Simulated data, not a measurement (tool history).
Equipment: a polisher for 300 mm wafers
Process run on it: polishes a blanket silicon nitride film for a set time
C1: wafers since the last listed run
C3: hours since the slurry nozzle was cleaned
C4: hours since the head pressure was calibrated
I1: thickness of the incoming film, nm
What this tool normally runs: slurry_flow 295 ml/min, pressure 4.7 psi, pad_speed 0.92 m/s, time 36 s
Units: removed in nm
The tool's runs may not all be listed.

Run 1, hour 0: usual settings but slurry_flow 270 ml/min; C1 0; wafers polished on this pad 1046; C3 268; C4 642.6; I1 579.8. Result: removed 65.2 nm.
Run 2, hour 19.9: usual settings but slurry_flow 270 ml/min; C1 237; wafers polished on this pad 1283; C3 287.9; C4 662.5; I1 572.6. Result: removed 62.1 nm.
At hour 46.6: worn pad replaced by a new one.
Run 3, hour 90.1: usual settings but slurry_flow 270 ml/min; C1 788; wafers polished on this pad 517; C3 358.1; C4 732.7; I1 575.5. Result: removed 68.2 nm.
Run 4, hour 104: usual settings; C1 165; wafers polished on this pad 683; C3 372; C4 746.6; I1 572.7. Result: removed 69.4 nm.
Run 5, hour 135: usual settings but pad_speed 1.12 m/s; C1 369; wafers polished on this pad 1052; C3 403; C4 777.6; I1 583.2. Result: removed 76.3 nm.
Run 6, hour 169.7: usual settings but pad_speed 1.12 m/s; C1 413; wafers polished on this pad 1466; C3 437.7; C4 812.3; I1 575.9. Result: removed 74.6 nm.
At hour 175.8: worn pad replaced by a new one, of another model than before.
Run 7, hour 198.4: usual settings but pad_speed 1.12 m/s; C1 294; wafers polished on this pad 269; C3 466.4; C4 841; I1 587.6. Result: removed 77.7 nm.
Run 8, hour 213.3: usual settings; C1 177; wafers polished on this pad 447; C3 481.3; C4 855.9; I1 591.2. Result: removed 69.4 nm.
Run 9, hour 240.2: usual settings; C1 320; wafers polished on this pad 767; C3 508.2; C4 882.8; I1 579.6. Result: removed 67.5 nm.
Run 10, hour 263.5: usual settings; C1 277; wafers polished on this pad 1045; C3 531.5; C4 906.1; I1 591.4. Result: removed 65.6 nm.
At hour 282.6: worn pad replaced by a new one.
Run 11, hour 294.6: usual settings; C1 322; wafers polished on this pad 142; C3 562.6; C4 937.2; I1 579.3. Result: removed 70.7 nm.
Run 12, hour 308.9: usual settings; C1 170; wafers polished on this pad 312; C3 576.9; C4 951.5; I1 586. Result: removed 69.5 nm.
Run 13, hour 334.4: usual settings but slurry_flow 345 ml/min, pressure 5.7 psi; C1 303; wafers polished on this pad 616; C3 602.4; C4 977; I1 581.8. Result: removed 77.4 nm.
Run 14, hour 348.5: usual settings but pressure 5.5 psi; C1 167; wafers polished on this pad 784; C3 616.5; C4 991.1; I1 581.5. Result: removed 72.2 nm.
Run 15, hour 361.1: usual settings but pressure 5.6 psi; C1 150; wafers polished on this pad 934; C3 629.1; C4 1003.7; I1 584.7. Result: removed 72.6 nm.
Run 16, hour 385.6: usual settings but slurry_flow 380 ml/min, pressure 3.3 psi; C1 291; wafers polished on this pad 1226; C3 653.6; C4 1028.2; I1 581.6. Result: removed 53.1 nm.
At hour 400.5: worn pad replaced by a new one.
Run 17, hour 401: usual settings but pad_speed 1.18 m/s; C1 135; wafers polished on this pad 6; C3 669; C4 1043.6; I1 573.4. Result: removed 82.9 nm.
Run 18, hour 432.3: usual settings; C1 372; wafers polished on this pad 379; C3 700.3; C4 1074.9; I1 587.6. Result: removed 69.1 nm.
At hour 434.7: slurry nozzle cleaned.
At hour 457.6: head pressure recalibrated.
Run 19, hour 467: usual settings but slurry_flow 350 ml/min, pressure 5.8 psi, pad_speed 0.72 m/s, time 25 s; C1 377; wafers polished on this pad 756; C3 32.3; C4 9.4; I1 574.2. Result: removed 46.7 nm.
Run 20, hour 496.7: usual settings but pressure 5.6 psi; C1 353; wafers polished on this pad 1110; C3 62; C4 39.1; I1 569.3. Result: removed 73.3 nm.
At hour 512.4: worn pad replaced by a new one.
Run 21, hour 525: usual settings but pressure 3.2 psi, pad_speed 1.04 m/s; C1 289; wafers polished on this pad 150; C3 90.3; C4 67.4; I1 585.2. Result: removed 58.9 nm.
Run 22, hour 555.3: usual settings but slurry_flow 260 ml/min, pressure 3.4 psi, pad_speed 0.8 m/s, time 49 s; C1 360; wafers polished on this pad 511; C3 120.6; C4 97.7; I1 576.6. Result: removed 72 nm.
Run 23, hour 569.2: usual settings but pressure 3.4 psi, pad_speed 0.6 m/s, time 40 s; C1 165; wafers polished on this pad 676; C3 134.5; C4 111.6; I1 578.3. Result: removed 50.1 nm.
Run 24, hour 603.6: usual settings but pad_speed 1.12 m/s; C1 409; wafers polished on this pad 1086; C3 168.9; C4 146; I1 584.7. Result: removed 71.2 nm.

Consider 4 possible next runs. They are alternatives, not a sequence: every one starts from the tool as it was left by run 24. What does each give?
Run A, hour 604: usual settings but time 46 s; C1 4; wafers polished on this pad 1091; C3 169.3; C4 146.4; I1 579.3. Result: removed ?.
Run B, hour 604: usual settings but time 24 s; C1 4; wafers polished on this pad 1091; C3 169.3; C4 146.4; I1 579.3. Result: removed ?.
Run C, hour 604: usual settings but slurry_flow 360 ml/min, pressure 3.3 psi, pad_speed 0.62 m/s, time 30 s; C1 4; wafers polished on this pad 1091; C3 169.3; C4 146.4; I1 579.3. Result: removed ?.
Run D, hour 604: usual settings but slurry_flow 350 ml/min, pressure 5.2 psi, pad_speed 1.04 m/s; C1 4; wafers polished on this pad 1091; C3 169.3; C4 146.4; I1 579.3. Result: removed ?.

run  removed
  A     83.3
  B     43.5
  C     36.7
  D     75.2
Take away the tool's hidden state, keep each run's random variation, and the runs would have read:
run  removed
  A     91.2
  B     47.6
  C     40.2
  D     82.3
